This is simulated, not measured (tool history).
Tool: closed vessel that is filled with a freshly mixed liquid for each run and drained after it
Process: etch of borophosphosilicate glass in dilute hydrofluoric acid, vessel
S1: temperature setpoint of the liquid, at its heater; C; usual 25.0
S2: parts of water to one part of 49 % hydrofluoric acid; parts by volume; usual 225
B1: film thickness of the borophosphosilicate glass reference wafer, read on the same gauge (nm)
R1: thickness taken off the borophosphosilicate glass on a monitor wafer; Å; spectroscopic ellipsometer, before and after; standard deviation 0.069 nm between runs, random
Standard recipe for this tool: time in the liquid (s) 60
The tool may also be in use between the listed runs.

run 1 hour=0.0 | S1=25.0 S2=225 time_in_the_liquid_(s)=60 | B1=150.06 | R1=131.6
run 2 hour=9.9 | S1=25.0 S2=225 time_in_the_liquid_(s)=60 | B1=150.00 | R1=132.4
run 3 hour=17.2 | S1=25.0 S2=225 time_in_the_liquid_(s)=60 | B1=150.01 | R1=131.5
run 4 hour=28.6 | S1=25.0 S2=225 time_in_the_liquid_(s)=45 | B1=150.00 | R1=99.5
run 5 hour=39.2 | S1=25.0 S2=225 time_in_the_liquid_(s)=45 | B1=149.99 | R1=99.5
run 6 hour=51.6 | S1=25.0 S2=225 time_in_the_liquid_(s)=45 | B1=150.04 | R1=98.5
run 7 hour=60.6 | S1=25.0 S2=225 time_in_the_liquid_(s)=60 | B1=150.01 | R1=130.9
run 8 hour=73.7 | S1=25.0 S2=225 time_in_the_liquid_(s)=60 | B1=150.03 | R1=131.3
run 9 hour=87.4 | S1=25.0 S2=225 time_in_the_liquid_(s)=60 | B1=149.99 | R1=130.3
run 10 hour=96.1 | S1=25.0 S2=190 time_in_the_liquid_(s)=60 | B1=149.98 | R1=160.6
run 11 hour=112.2 | S1=25.0 S2=225 time_in_the_liquid_(s)=60 | B1=149.94 | R1=130.9
run 12 hour=124.2 | S1=26.5 S2=225 time_in_the_liquid_(s)=60 | B1=150.04 | R1=136.3
-- hour=125.7 hydrofluoric acid flow meter replaced
run 13 hour=135.3 | S1=25.0 S2=225 time_in_the_liquid_(s)=60 | B1=150.03 | R1=144.0
run 14 hour=146.2 | S1=25.0 S2=225 time_in_the_liquid_(s)=60 | B1=149.97 | R1=145.0
run 15 hour=154.9 | S1=25.0 S2=225 time_in_the_liquid_(s)=60 | B1=150.02 | R1=144.4
run 16 hour=164.7 | S1=20.5 S2=225 time_in_the_liquid_(s)=75 | B1=150.02 | R1=150.3
run 17 hour=176.3 | S1=25.0 S2=265 time_in_the_liquid_(s)=60 | B1=149.97 | R1=116.9
run 18 hour=189.4 | S1=25.0 S2=165 time_in_the_liquid_(s)=60 | B1=150.00 | R1=207.4
run 19 hour=200.6 | S1=25.0 S2=225 time_in_the_liquid_(s)=60 | B1=150.05 | R1=141.4
-- hour=210.2 thermometer replaced
run 20 hour=216.0 | S1=25.0 S2=225 time_in_the_liquid_(s)=60 | B1=150.00 | R1=159.7
run 21 hour=227.7 | S1=25.0 S2=225 time_in_the_liquid_(s)=60 | B1=150.00 | R1=160.1
run 22 hour=238.5 | S1=28.0 S2=170 time_in_the_liquid_(s)=60 | B1=150.00 | R1=251.0
-- hour=250.2 gauge calibrated
run 23 hour=250.7 | S1=25.0 S2=225 time_in_the_liquid_(s)=60 | B1=149.99 | R1=158.9
run 24 hour=257.0 | S1=25.0 S2=225 time_in_the_liquid_(s)=60 | B1=150.03 | R1=158.8
run 25 hour=265.1 | S1=26.5 S2=120 time_in_the_liquid_(s)=60 | B1=149.99 | R1=355.0
run 26 hour=277.9 | S1=25.0 S2=225 time_in_the_liquid_(s)=60 | B1=150.00 | R1=158.3
run 27 hour=287.9 | S1=29.0 S2=225 time_in_the_liquid_(s)=80 | B1=149.98 | R1=241.7

Run 28, settings as shown, results not yet in. Your forecast:
run 28 hour=296.6 | S1=27.5 S2=225 time_in_the_liquid_(s)=85 | B1=? | R1=?

B1: 149.98
R1: 246.8 Å
With the hidden condition absent and the run-to-run variation left alone, this run would have shown R1 253.0 Å.
